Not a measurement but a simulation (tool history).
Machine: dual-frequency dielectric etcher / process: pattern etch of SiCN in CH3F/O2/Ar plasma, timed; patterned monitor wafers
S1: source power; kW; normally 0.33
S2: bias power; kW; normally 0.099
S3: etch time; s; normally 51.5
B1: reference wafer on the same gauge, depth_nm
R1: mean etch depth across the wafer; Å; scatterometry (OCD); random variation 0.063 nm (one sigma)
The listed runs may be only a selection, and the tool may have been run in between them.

run 1 hour=0 | S1=0.33 S2=0.099 S3=51.5 | B1=20.8 | R1=218.8
run 2 hour=14.5 | S1=0.33 S2=0.099 S3=51.5 | B1=20.79 | R1=218.3
run 3 hour=21.4 | S1=0.33 S2=0.099 S3=51.5 | B1=20.81 | R1=219.2
run 4 hour=39.3 | S1=0.33 S2=0.081 S3=45 | B1=20.82 | R1=183.6
run 5 hour=52.2 | S1=0.33 S2=0.081 S3=45 | B1=20.79 | R1=183.6
-- hour=52.7 gauge calibrated
-- hour=80.1 upper electrode replaced
-- hour=85.8 bias power generator calibrated
-- hour=101.3 wet clean of the chamber
run 6 hour=101.8 | S1=0.27 S2=0.099 S3=51.5 | B1=20.79 | R1=195
run 7 hour=102.2 | S1=0.27 S2=0.099 S3=51.5 | B1=20.79 | R1=195.3
run 8 hour=102.5 | S1=0.38 S2=0.118 S3=51.5 | B1=20.79 | R1=232.5
run 9 hour=102.8 | S1=0.33 S2=0.081 S3=36 | B1=20.82 | R1=140.7
run 10 hour=114.6 | S1=0.33 S2=0.099 S3=51.5 | B1=20.79 | R1=210.9
-- hour=121.5 source power generator calibrated
run 11 hour=128 | S1=0.26 S2=0.099 S3=51.5 | B1=20.82 | R1=193
run 12 hour=144.4 | S1=0.26 S2=0.116 S3=66.5 | B1=20.8 | R1=259.2
run 13 hour=152.9 | S1=0.33 S2=0.114 S3=51.5 | B1=20.83 | R1=219.7
run 14 hour=163.8 | S1=0.3 S2=0.099 S3=51.5 | B1=20.79 | R1=205.1

Here are 5 independent what-if runs from the current tool condition. What would each one return?
run A hour=164.2 | S1=0.33 S2=0.115 S3=51.5 | B1=? | R1=?
run B hour=164.2 | S1=0.33 S2=0.099 S3=40.5 | B1=? | R1=?
run C hour=164.2 | S1=0.26 S2=0.107 S3=67 | B1=? | R1=?
run D hour=164.2 | S1=0.3 S2=0.107 S3=59.5 | B1=? | R1=?
run E hour=164.2 | S1=0.39 S2=0.123 S3=60.5 | B1=? | R1=?

run=A B1=20.8 R1=220.5
run=B B1=20.8 R1=167.1
run=C B1=20.8 R1=256.6
run=D B1=20.8 R1=241.1
run=E B1=20.8 R1=281.2
Stripped of hidden state, with their random variation kept, the same runs would have yielded:
run=A R1=219.7
run=B R1=166.5
run=C R1=255.7
run=D R1=240.2
run=E R1=280.2

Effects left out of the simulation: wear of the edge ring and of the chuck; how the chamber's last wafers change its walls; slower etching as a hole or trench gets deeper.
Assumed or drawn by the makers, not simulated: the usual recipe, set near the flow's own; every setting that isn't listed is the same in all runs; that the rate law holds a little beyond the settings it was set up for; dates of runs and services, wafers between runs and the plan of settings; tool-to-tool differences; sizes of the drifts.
